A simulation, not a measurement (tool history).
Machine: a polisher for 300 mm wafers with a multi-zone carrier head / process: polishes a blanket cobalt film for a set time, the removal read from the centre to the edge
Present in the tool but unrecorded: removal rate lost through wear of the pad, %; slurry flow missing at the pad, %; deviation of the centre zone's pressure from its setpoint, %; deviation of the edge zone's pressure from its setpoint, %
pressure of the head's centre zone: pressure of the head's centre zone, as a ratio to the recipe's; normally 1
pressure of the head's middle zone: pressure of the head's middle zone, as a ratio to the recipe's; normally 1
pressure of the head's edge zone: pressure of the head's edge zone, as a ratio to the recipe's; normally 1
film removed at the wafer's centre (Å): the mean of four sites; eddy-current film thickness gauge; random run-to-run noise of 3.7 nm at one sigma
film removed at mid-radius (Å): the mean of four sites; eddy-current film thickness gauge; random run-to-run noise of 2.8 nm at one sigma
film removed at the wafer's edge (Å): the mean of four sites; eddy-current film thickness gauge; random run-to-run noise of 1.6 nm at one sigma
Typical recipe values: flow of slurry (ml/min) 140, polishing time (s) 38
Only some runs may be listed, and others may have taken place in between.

run     day  flow of slurry (ml/min)  pressure of the head's centre zone  pressure of the head's middle zone  pressure of the head's edge zone  polishing time (s)  wafers since the last listed run  wafers polished on this pad  hours since the slurry nozzle was cleaned  hours since the centre zone pressure was calibrated  hours since the edge zone pressure was calibrated  hours since the carrier head's membrane was replaced  incoming thickness of the incoming film, nm  film removed at the wafer's centre (Å)  film removed at mid-radius (Å)  film removed at the wafer's edge (Å)
  1       0                      140                                0.94                                   1                                 1                  31                                 0                         1711                                      233.2                                                  121                                                569                                                  17.3                                       1089.4                                    1974                            2050                                  2104
  2   0.488                      120                                   1                                   1                                 1                  38                               175                         1887                                      244.9                                                132.7                                              580.7                                                    29                                       1101.1                                    2505                            2444                                  2520
      0.683  -- worn pad replaced by a new one
  3   1.025                      140                                1.06                                0.89                              1.07                  44                               133                          122                                      257.8                                                145.6                                              593.6                                                  41.9                                       1094.4                                    3102                            2651                                  3080
  4   1.325                      160                                   1                                   1                              0.91                  38                               108                          230                                        265                                                152.8                                              600.8                                                  49.1                                       1119.7                                    2711                            2606                                  2542
  5   1.704                      115                                   1                                   1                                 1                  38                               136                          367                                      274.1                                                161.9                                              609.9                                                  58.2                                       1107.2                                    2420                            2383                                  2490
  6   2.054                      140                                   1                                   1                                 1                  38                               126                          493                                      282.5                                                170.3                                              618.3                                                  66.6                                       1094.2                                    2565                            2537                                  2579
  7   2.396                      140                                   1                                   1                                 1                  38                               123                          616                                      290.7                                                178.5                                              626.5                                                  74.8                                       1097.7                                    2579                            2559                                  2573
  8   2.938                      140                                   1                                0.95                                 1                  44                               195                          811                                      303.7                                                191.5                                              639.5                                                  87.8                                       1093.6                                    2994                            2866                                  2995
      3.083  -- slurry nozzle cleaned
  9    3.55                      110                                   1                                0.91                               0.9                  27                               205                         1017                                       11.2                                                206.2                                              654.2                                                 102.5                                       1089.1                                    1690                            1561                                  1670
 10   3.812                      140                                1.06                                0.89                              1.07                  44                                94                         1111                                       17.5                                                212.5                                              660.5                                                 108.8                                         1102                                    3169                            2679                                  3077
      3.912  -- edge zone pressure recalibrated
 11   4.246                      190                                   1                                1.12                                 1                  29                               126                         1237                                       27.9                                                222.9                                                  8                                                 119.2                                       1084.1                                    2079                            2218                                  2065
 12   4.858                      140                                   1                                 1.1                                 1                  38                               220                         1458                                       42.6                                                237.6                                               22.7                                                 133.9                                       1098.3                                    2564                            2705                                  2592
       5.35  -- worn pad replaced by a new one
 13   5.371                      140                                0.88                                 0.9                               0.9                  33                               124                            7                                       54.9                                                249.9                                                 35                                                 146.2                                       1105.8                                    1931                            2014                                  2151
 14   5.821                      140                                   1                                   1                                 1                  38                               162                          170                                       65.7                                                260.7                                               45.8                                                   157                                       1114.8                                    2548                            2492                                  2582
 15   6.529                      170                                1.06                                0.97                                 1                  45                               255                          425                                       82.7                                                277.7                                               62.8                                                   174                                       1092.6                                    3353                            3013                                  3129
 16   7.108                      140                                   1                                   1                                 1                  38                               208                          633                                       96.6                                                291.6                                               76.7                                                 187.9                                       1097.8                                    2582                            2514                                  2571
 17   7.642                      140                                   1                                   1                                 1                  38                               192                          826                                      109.4                                                304.4                                               89.5                                                 200.7                                       1112.3                                    2595                            2533                                  2583
 18   8.354                      155                                   1                                   1                              0.96                  38                               256                         1082                                      126.5                                                321.5                                              106.6                                                 217.8                                       1099.8                                    2701                            2612                                  2543
 19   8.608                      140                                   1                                1.04                                 1                  49                                91                         1174                                      132.6                                                327.6                                              112.7                                                 223.9                                       1091.6                                    3345                            3364                                  3320
 20   10.05                      140                                   1                                0.96                                 1                  38                               519                         1693                                      167.2                                                362.2                                              147.3                                                 258.5                                       1090.8                                    2583                            2471                                  2572
 21  10.358                      140                                   1                                   1                                 1                  38                               111                         1804                                      174.6                                                369.6                                              154.7                                                 265.9                                       1108.8                                    2489                            2514                                  2601
     10.925  -- worn pad replaced by a new one
 22   10.95                      140                                   1                                   1                                 1                  38                               153                            8                                      188.8                                                383.8                                              168.9                                                 280.1                                       1109.9                                    2571                            2534                                  2568
 23  11.558                      140                                   1                                   1                                 1                  51                               219                          227                                      203.4                                                398.4                                              183.5                                                 294.7                                       1092.7                                    3360                            3315                                  3450

Hidden condition of the tool, last listed run before each entry between runs versus first listed run after:
Runs 2 to 3: worn pad replaced by a new one (day 0.683)
  the hidden state is the same at both runs
Runs 8 to 9: slurry nozzle cleaned (day 3.083)
  the hidden state is the same at both runs
Runs 10 to 11: edge zone pressure recalibrated (day 3.912)
  the hidden state is the same at both runs
Runs 12 to 13: worn pad replaced by a new one (day 5.35)
  the hidden state is the same at both runs
Runs 21 to 22: worn pad replaced by a new one (day 10.925)
  the hidden state is the same at both runs
